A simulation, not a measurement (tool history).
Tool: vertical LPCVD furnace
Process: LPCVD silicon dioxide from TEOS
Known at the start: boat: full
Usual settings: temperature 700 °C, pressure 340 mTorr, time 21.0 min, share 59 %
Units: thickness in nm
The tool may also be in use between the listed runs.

| run | hour | temperature | pressure | time | share | read-back reference wafer on the same gauge, thickness | thickness |
|---|---|---|---|---|---|---|---|
| 1 | 0.0 | 700 | 340 | 21.0 | 59 | 159.09 | 161.53 |
| 2 | 8.1 | 700 | 340 | 21.0 | 59 | 159.00 | 161.20 |
| 3 | 24.2 | 700 | 340 | 21.0 | 59 | 158.96 | 161.64 |
| 4 | 42.2 | 700 | 340 | 21.0 | 59 | 158.97 | 161.11 |
| 5 | 57.5 | 700 | 340 | 21.0 | 59 | 158.95 | 161.24 |
| 6 | 66.6 | 700 | 340 | 21.0 | 59 | 159.01 | 161.39 |
| 7 | 78.6 | 700 | 340 | 21.0 | 59 | 159.02 | 161.29 |
|  | 84.5 | gauge calibrated |
| 8 | 95.3 | 700 | 315 | 21.0 | 59 | 159.03 | 155.26 |
| 9 | 105.5 | 700 | 315 | 21.0 | 59 | 159.00 | 155.50 |
| 10 | 112.7 | 700 | 315 | 21.0 | 59 | 158.99 | 155.96 |
| 11 | 125.6 | 700 | 340 | 15.0 | 52 | 159.03 | 108.39 |
|  | 158.5 | thermocouples replaced and temperature profile calibrated |
|  | 171.3 | pressure gauge zeroed |
| 12 | 171.8 | 700 | 340 | 15.0 | 52 | 158.99 | 97.79 |
| 13 | 175.7 | 695 | 405 | 19.0 | 48 | 159.03 | 116.18 |
| 14 | 179.7 | 712 | 340 | 21.0 | 69 | 159.01 | 208.07 |
| 15 | 183.7 | 694 | 380 | 25.0 | 64 | 159.03 | 167.12 |
| 16 | 187.7 | 700 | 360 | 21.0 | 49 | 159.00 | 137.48 |
| 17 | 199.5 | 700 | 340 | 21.0 | 59 | 158.94 | 146.43 |
|  | 231.0 | TEOS flow controller replaced |
|  | 234.9 | gauge calibrated |
| 18 | 235.5 | 691 | 420 | 25.0 | 49 | 158.99 | 142.87 |
| 19 | 246.8 | 700 | 340 | 27.5 | 65 | 159.07 | 201.99 |
| 20 | 258.6 | 700 | 340 | 21.0 | 59 | 158.95 | 147.02 |
| 21 | 267.0 | 700 | 340 | 21.0 | 59 | 159.07 | 147.30 |
| 22 | 284.2 | 700 | 340 | 21.0 | 59 | 159.00 | 147.50 |
| 23 | 290.9 | 700 | 405 | 25.5 | 59 | 159.01 | 194.82 |
| 24 | 299.4 | 700 | 340 | 21.0 | 59 | 159.00 | 147.12 |
| 25 | 315.8 | 700 | 340 | 13.0 | 59 | 158.99 | 90.99 |

Hidden state or all else? Some run-to-run changes of thickness, split into what the settings, what came in and random variation would give without the hidden state, and what is left for the hidden state (with any gauge scatter that isn't in both results):
The hidden state here: true tube temperature minus thermocouple reading, K; true pressure minus gauge reading, mTorr; deviation of the TEOS flow from its setpoint, %; gauge reads high (%).
Run 10 -> 11: pressure 315 -> 340, time 21.0 -> 15.0, share 59 -> 52. thickness -47.57 nm: hidden state -4.53, all else -43.04.
Run 11 -> 12: thermocouples replaced and temperature profile calibrated, pressure gauge zeroed. thickness -10.60 nm: hidden state -10.34, all else -0.26.
Run 13 -> 14: temperature 695 -> 712, pressure 405 -> 340, time 19.0 -> 21.0, share 48 -> 69. thickness +91.89 nm: hidden state +0.13, all else +91.76.
Run 18 -> 19: temperature 691 -> 700, pressure 420 -> 340, time 25.0 -> 27.5, share 49 -> 65. thickness +59.12 nm: hidden state +0.24, all else +58.88.
